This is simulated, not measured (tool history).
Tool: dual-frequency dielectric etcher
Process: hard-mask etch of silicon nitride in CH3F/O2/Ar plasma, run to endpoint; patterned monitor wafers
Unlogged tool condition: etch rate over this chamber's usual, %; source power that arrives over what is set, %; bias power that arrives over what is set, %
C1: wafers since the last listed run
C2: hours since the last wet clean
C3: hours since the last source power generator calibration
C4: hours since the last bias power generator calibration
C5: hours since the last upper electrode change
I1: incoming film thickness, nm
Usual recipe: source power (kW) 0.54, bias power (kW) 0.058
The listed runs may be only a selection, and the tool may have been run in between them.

{"run": 1, "hour": 0.0, "source power (kW)": 0.54, "bias power (kW)": 0.053, "C1": 0, "C2": 504.8, "C3": 1305.1, "C4": 1283.9, "C5": 5349.6, "I1": 37.43, "endpoint time (s)": 60.5}
{"hour": 78.5, "done": "wet clean of the chamber"}
{"run": 2, "hour": 79.0, "source power (kW)": 0.54, "bias power (kW)": 0.053, "C1": 766, "C2": 0.5, "C3": 1384.1, "C4": 1362.9, "C5": 5428.6, "I1": 36.99, "endpoint time (s)": 58.6}
{"run": 3, "hour": 126.9, "source power (kW)": 0.54, "bias power (kW)": 0.053, "C1": 667, "C2": 48.4, "C3": 1432, "C4": 1410.8, "C5": 5476.5, "I1": 37.1, "endpoint time (s)": 59}
{"run": 4, "hour": 281.8, "source power (kW)": 0.54, "bias power (kW)": 0.058, "C1": 2158, "C2": 203.3, "C3": 1586.9, "C4": 1565.7, "C5": 5631.4, "I1": 37.44, "endpoint time (s)": 57.3}
{"run": 5, "hour": 311.0, "source power (kW)": 0.54, "bias power (kW)": 0.058, "C1": 406, "C2": 232.5, "C3": 1616.1, "C4": 1594.9, "C5": 5660.6, "I1": 37.18, "endpoint time (s)": 57.5}
{"run": 6, "hour": 336.6, "source power (kW)": 0.54, "bias power (kW)": 0.058, "C1": 356, "C2": 258.1, "C3": 1641.7, "C4": 1620.5, "C5": 5686.2, "I1": 37.12, "endpoint time (s)": 56.7}
{"run": 7, "hour": 402.0, "source power (kW)": 0.54, "bias power (kW)": 0.058, "C1": 911, "C2": 323.5, "C3": 1707.1, "C4": 1685.9, "C5": 5751.6, "I1": 37.21, "endpoint time (s)": 57.5}
{"run": 8, "hour": 468.4, "source power (kW)": 0.54, "bias power (kW)": 0.058, "C1": 925, "C2": 389.9, "C3": 1773.5, "C4": 1752.3, "C5": 5818, "I1": 37.29, "endpoint time (s)": 58}
{"hour": 474.9, "done": "bias power generator calibrated"}
{"run": 9, "hour": 495.5, "source power (kW)": 0.46, "bias power (kW)": 0.069, "C1": 321, "C2": 417, "C3": 1800.6, "C4": 20.6, "C5": 5845.1, "I1": 37.28, "endpoint time (s)": 57.5}
{"run": 10, "hour": 523.1, "source power (kW)": 0.61, "bias power (kW)": 0.062, "C1": 384, "C2": 444.6, "C3": 1828.2, "C4": 48.2, "C5": 5872.7, "I1": 37.04, "endpoint time (s)": 53}
{"run": 11, "hour": 563.0, "source power (kW)": 0.49, "bias power (kW)": 0.071, "C1": 556, "C2": 484.5, "C3": 1868.1, "C4": 88.1, "C5": 5912.6, "I1": 36.85, "endpoint time (s)": 54.4}
{"run": 12, "hour": 634.4, "source power (kW)": 0.41, "bias power (kW)": 0.058, "C1": 995, "C2": 555.9, "C3": 1939.5, "C4": 159.5, "C5": 5984, "I1": 36.77, "endpoint time (s)": 66.7}
{"hour": 682.6, "done": "upper electrode replaced"}
{"run": 13, "hour": 683.1, "source power (kW)": 0.59, "bias power (kW)": 0.047, "C1": 344, "C2": 604.6, "C3": 1988.2, "C4": 208.2, "C5": 0.5, "I1": 36.77, "endpoint time (s)": 62.3}
{"hour": 717.9, "done": "wet clean of the chamber"}
{"hour": 804.8, "done": "source power generator calibrated"}
{"run": 14, "hour": 869.5, "source power (kW)": 0.58, "bias power (kW)": 0.058, "C1": 2207, "C2": 151.6, "C3": 64.7, "C4": 394.6, "C5": 186.9, "I1": 37.19, "endpoint time (s)": 54.8}
{"run": 15, "hour": 932.3, "source power (kW)": 0.54, "bias power (kW)": 0.058, "C1": 875, "C2": 214.4, "C3": 127.5, "C4": 457.4, "C5": 249.7, "I1": 37.39, "endpoint time (s)": 57.8}
{"run": 16, "hour": 989.3, "source power (kW)": 0.54, "bias power (kW)": 0.058, "C1": 794, "C2": 271.4, "C3": 184.5, "C4": 514.4, "C5": 306.7, "I1": 36.46, "endpoint time (s)": 56.4}
{"run": 17, "hour": 1017.3, "source power (kW)": 0.54, "bias power (kW)": 0.058, "C1": 390, "C2": 299.4, "C3": 212.5, "C4": 542.4, "C5": 334.7, "I1": 37.06, "endpoint time (s)": 57.5}

Below, some changes in endpoint time (s) between adjacent runs. For each, the amount present without the hidden state too (settings, incoming material, random variation) and the amount remaining for the hidden state with gauge scatter not shared by both compared results:
Run 11 -> 12: source power (kW) 0.49 -> 0.41, bias power (kW) 0.071 -> 0.058. endpoint time (s) +12.3: hidden state +1, all else +11.3.
Run 13 -> 14: source power (kW) 0.59 -> 0.58, bias power (kW) 0.047 -> 0.058, wet clean of the chamber, source power generator calibrated. endpoint time (s) -7.5: hidden state -2.2, all else -5.3.
